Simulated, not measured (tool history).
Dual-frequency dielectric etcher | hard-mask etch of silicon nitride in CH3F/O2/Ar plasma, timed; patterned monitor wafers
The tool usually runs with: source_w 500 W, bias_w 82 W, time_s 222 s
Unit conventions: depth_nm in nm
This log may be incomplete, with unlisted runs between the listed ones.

| run | hour | source_w | bias_w | time_s | wafers since the last listed run | hours since the last wet clean | hours since the last source power generator calibration | hours since the last bias power generator calibration | hours since the last upper electrode change | hours since the gauge calibration | read-back reference wafer on the same gauge, depth_nm | depth_nm |
|---|---|---|---|---|---|---|---|---|---|---|---|---|
| 1 | 0 | 500 | 82 | 222 | 0 | 65.8 | 189.8 | 2065.4 | 3044.8 | 1881.1 | 198.3 | 181.9 |
| 2 | 67.7 | 500 | 82 | 222 | 307 | 133.5 | 257.5 | 2133.1 | 3112.5 | 1948.8 | 198.5 | 182.1 |
| 3 | 136.6 | 500 | 82 | 222 | 312 | 202.4 | 326.4 | 2202 | 3181.4 | 2017.7 | 198.4 | 183.8 |
| 4 | 178.2 | 540 | 82 | 222 | 188 | 244 | 368 | 2243.6 | 3223 | 2059.3 | 198.6 | 191.1 |
| 5 | 246.9 | 540 | 82 | 222 | 311 | 312.7 | 436.7 | 2312.3 | 3291.7 | 2128 | 198.5 | 190.9 |
| 6 | 307.6 | 540 | 82 | 222 | 275 | 373.4 | 497.4 | 2373 | 3352.4 | 2188.7 | 198.7 | 192.2 |
|  | 387.2 | gauge calibrated |
| 7 | 408.3 | 450 | 74 | 263.5 | 457 | 474.1 | 598.1 | 2473.7 | 3453.1 | 21.1 | 196.5 | 197.1 |
| 8 | 503.3 | 500 | 82 | 222 | 431 | 569.1 | 693.1 | 2568.7 | 3548.1 | 116.1 | 196.6 | 180.1 |
| 9 | 539.7 | 550 | 82 | 191.5 | 165 | 605.5 | 729.5 | 2605.1 | 3584.5 | 152.5 | 196.5 | 165.6 |
|  | 575.4 | wet clean of the chamber |
|  | 615.7 | upper electrode replaced |
| 10 | 616.2 | 500 | 82 | 222 | 129 | 40.8 | 806 | 2681.6 | 0.5 | 229 | 196.4 | 180.3 |
| 11 | 658 | 500 | 82 | 172.5 | 189 | 82.6 | 847.8 | 2723.4 | 42.3 | 270.8 | 196.6 | 140.2 |
| 12 | 752.4 | 500 | 82 | 222 | 428 | 177 | 942.2 | 2817.8 | 136.7 | 365.2 | 196.8 | 179.9 |
| 13 | 841.4 | 500 | 75 | 222 | 404 | 266 | 1031.2 | 2906.8 | 225.7 | 454.2 | 196.8 | 176.8 |
| 14 | 892.7 | 400 | 82 | 222 | 232 | 317.3 | 1082.5 | 2958.1 | 277 | 505.5 | 196.9 | 157.8 |
| 15 | 962.3 | 560 | 82 | 222 | 316 | 386.9 | 1152.1 | 3027.7 | 346.6 | 575.1 | 196.7 | 193.5 |
| 16 | 1043.1 | 430 | 82 | 170 | 366 | 467.7 | 1232.9 | 3108.5 | 427.4 | 655.9 | 197.3 | 126.4 |
| 17 | 1112.3 | 550 | 82 | 191.5 | 314 | 536.9 | 1302.1 | 3177.7 | 496.6 | 725.1 | 197.1 | 166.1 |
| 18 | 1160.7 | 500 | 82 | 284.5 | 219 | 585.3 | 1350.5 | 3226.1 | 545 | 773.5 | 197.3 | 232.2 |
| 19 | 1248.6 | 500 | 82 | 222 | 399 | 673.2 | 1438.4 | 3314 | 632.9 | 861.4 | 197.3 | 181.7 |
|  | 1292.6 | wet clean of the chamber |
| 20 | 1304.1 | 500 | 77 | 222 | 143 | 11.5 | 1493.9 | 3369.5 | 688.4 | 916.9 | 197.5 | 180.1 |
|  | 1371.1 | bias power generator calibrated |
| 21 | 1383 | 460 | 82 | 277 | 340 | 90.4 | 1572.8 | 11.9 | 767.3 | 995.8 | 197.3 | 216.5 |
| 22 | 1438.6 | 610 | 64 | 286 | 252 | 146 | 1628.4 | 67.5 | 822.9 | 1051.4 | 197.6 | 247.9 |
| 23 | 1720.9 | 500 | 82 | 222 | 1282 | 428.3 | 1910.7 | 349.8 | 1105.2 | 1333.7 | 197.9 | 183 |
| 24 | 1805.9 | 410 | 93 | 175.5 | 386 | 513.3 | 1995.7 | 434.8 | 1190.2 | 1418.7 | 197.9 | 130.2 |
| 25 | 1847.3 | 440 | 82 | 222 | 188 | 554.7 | 2037.1 | 476.2 | 1231.6 | 1460.1 | 197.9 | 167.7 |
|  | 1926.6 | wet clean of the chamber |
| 26 | 1947.6 | 500 | 82 | 222 | 346 | 21 | 2137.4 | 576.5 | 1331.9 | 1560.4 | 198 | 183.3 |
| 27 | 2051.1 | 420 | 82 | 267 | 470 | 124.5 | 2240.9 | 680 | 1435.4 | 1663.9 | 198.1 | 197.3 |
| 28 | 2092.3 | 500 | 97 | 222 | 187 | 165.7 | 2282.1 | 721.2 | 1476.6 | 1705.1 | 198.2 | 191.5 |
| 29 | 2140.5 | 380 | 97 | 281.5 | 218 | 213.9 | 2330.3 | 769.4 | 1524.8 | 1753.3 | 198.3 | 201.3 |

Forecast each of these 5 alternatives for the next run:
| A | 2141 | 500 | 82 | 222 | 2 | 214.4 | 2330.8 | 769.9 | 1525.3 | 1753.8 | ? | ? |
| B | 2141 | 500 | 69 | 201.5 | 2 | 214.4 | 2330.8 | 769.9 | 1525.3 | 1753.8 | ? | ? |
| C | 2141 | 500 | 73 | 181 | 2 | 214.4 | 2330.8 | 769.9 | 1525.3 | 1753.8 | ? | ? |
| D | 2141 | 540 | 82 | 177 | 2 | 214.4 | 2330.8 | 769.9 | 1525.3 | 1753.8 | ? | ? |
| E | 2141 | 500 | 82 | 267 | 2 | 214.4 | 2330.8 | 769.9 | 1525.3 | 1753.8 | ? | ? |

| run | read-back reference wafer on the same gauge, depth_nm | depth_nm |
|---|---|---|
| A | 198.3 | 182.5 |
| B | 198.3 | 158.8 |
| C | 198.3 | 144.6 |
| D | 198.3 | 152.3 |
| E | 198.3 | 219.5 |
What these runs would have given with no unlogged condition in the tool:
| run | depth_nm |
|---|---|
| A | 180.4 |
| B | 157 |
| C | 142.9 |
| D | 150.6 |
| E | 217 |
